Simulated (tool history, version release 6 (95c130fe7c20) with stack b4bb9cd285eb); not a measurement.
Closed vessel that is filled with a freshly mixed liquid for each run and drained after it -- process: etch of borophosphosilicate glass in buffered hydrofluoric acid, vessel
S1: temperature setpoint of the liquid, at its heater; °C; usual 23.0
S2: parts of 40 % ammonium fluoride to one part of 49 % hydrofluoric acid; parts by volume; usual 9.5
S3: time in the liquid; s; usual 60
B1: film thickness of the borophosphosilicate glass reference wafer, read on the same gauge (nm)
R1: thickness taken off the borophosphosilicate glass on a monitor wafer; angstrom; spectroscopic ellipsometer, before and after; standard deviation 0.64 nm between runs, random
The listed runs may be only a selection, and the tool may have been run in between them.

Run 1, hour 0.0: usual settings; B1 40.03. Result: R1 1771.0 angstrom.
Run 2, hour 76.7: usual settings; B1 40.01. Result: R1 1782.7 angstrom.
Run 3, hour 150.5: usual settings; B1 39.99. Result: R1 1788.6 angstrom.
Run 4, hour 239.4: usual settings; B1 40.02. Result: R1 1772.3 angstrom.
At hour 286.3: thermometer replaced.
Run 5, hour 344.6: usual settings but S3 40 s; B1 40.01. Result: R1 1211.9 angstrom.
Run 6, hour 422.1: usual settings; B1 40.03. Result: R1 1815.9 angstrom.
Run 7, hour 523.7: usual settings; B1 40.00. Result: R1 1829.5 angstrom.
At hour 538.2: hydrofluoric acid flow meter replaced.
Run 8, hour 565.6: usual settings; B1 40.00. Result: R1 1831.2 angstrom.
Run 9, hour 662.8: usual settings but S3 80 s; B1 40.01. Result: R1 2427.1 angstrom.
At hour 688.1: thermometer replaced, repeated, since the last time left the tool worse.
Run 10, hour 699.6: usual settings but S3 80 s; B1 39.98. Result: R1 2318.2 angstrom.
At hour 765.8: gauge calibrated.
Run 11, hour 788.6: usual settings but S1 21.5 °C, S3 45 s; B1 40.03. Result: R1 1208.0 angstrom.
Run 12, hour 875.1: usual settings but S1 21.5 °C, S3 45 s; B1 39.98. Result: R1 1214.2 angstrom.
Run 13, hour 920.4: usual settings; B1 39.98. Result: R1 1760.7 angstrom.
Run 14, hour 991.8: usual settings but S1 21.0 °C, S2 12.0 parts by volume, S3 85 s; B1 40.03. Result: R1 1801.4 angstrom.
Run 15, hour 1086.9: usual settings but S1 21.5 °C, S2 11.0 parts by volume, S3 70 s; B1 39.98. Result: R1 1666.4 angstrom.
Run 16, hour 1130.5: usual settings; B1 39.98. Result: R1 1765.5 angstrom.
Run 17, hour 1166.7: usual settings but S3 45 s; B1 40.00. Result: R1 1325.1 angstrom.
Run 18, hour 1261.1: usual settings; B1 40.01. Result: R1 1765.7 angstrom.
Run 19, hour 1340.9: usual settings but S1 20.5 °C, S2 7.5 parts by volume, S3 50 s; B1 40.00. Result: R1 1635.1 angstrom.
Run 20, hour 1407.5: usual settings but S1 25.5 °C, S2 7.0 parts by volume; B1 40.01. Result: R1 2743.5 angstrom.
Run 21, hour 1492.4: usual settings but S2 13.0 parts by volume, S3 95 s; B1 40.01. Result: R1 2104.1 angstrom.
Run 22, hour 1544.6: usual settings but S2 13.0 parts by volume, S3 30 s; B1 39.99. Result: R1 664.6 angstrom.
At hour 1643.9: thermometer replaced.
Run 23, hour 1679.2: usual settings but S1 18.0 °C, S2 6.0 parts by volume, S3 35 s; B1 39.99. Result: R1 1201.0 angstrom.
Run 24, hour 1736.4: usual settings but S1 26.0 °C, S2 6.5 parts by volume, S3 80 s; B1 39.96. Result: R1 3994.1 angstrom.

Forecast each of these 5 alternatives for the next run:
Run A, hour 1737.1: usual settings but S2 6.0 parts by volume; B1 ?. Result: R1 ?.
Run B, hour 1737.1: usual settings but S1 19.0 °C, S2 8.5 parts by volume, S3 75 s; B1 ?. Result: R1 ?.
Run C, hour 1737.1: usual settings but S2 12.0 parts by volume, S3 90 s; B1 ?. Result: R1 ?.
Run D, hour 1737.1: usual settings but S1 28.0 °C, S2 12.0 parts by volume, S3 35 s; B1 ?. Result: R1 ?.
Run E, hour 1737.1: usual settings but S1 21.5 °C, S2 5.5 parts by volume; B1 ?. Result: R1 ?.

run     B1      R1
  A  40.00  2717.6
  B  40.00  1924.5
  C  40.00  2111.3
  D  40.00  1072.6
  E  40.00  2703.2
With no hidden state in the tool, these same runs would have given:
run      R1
  A  2705.9
  B  1916.0
  C  2102.1
  D  1068.1
  E  2691.5
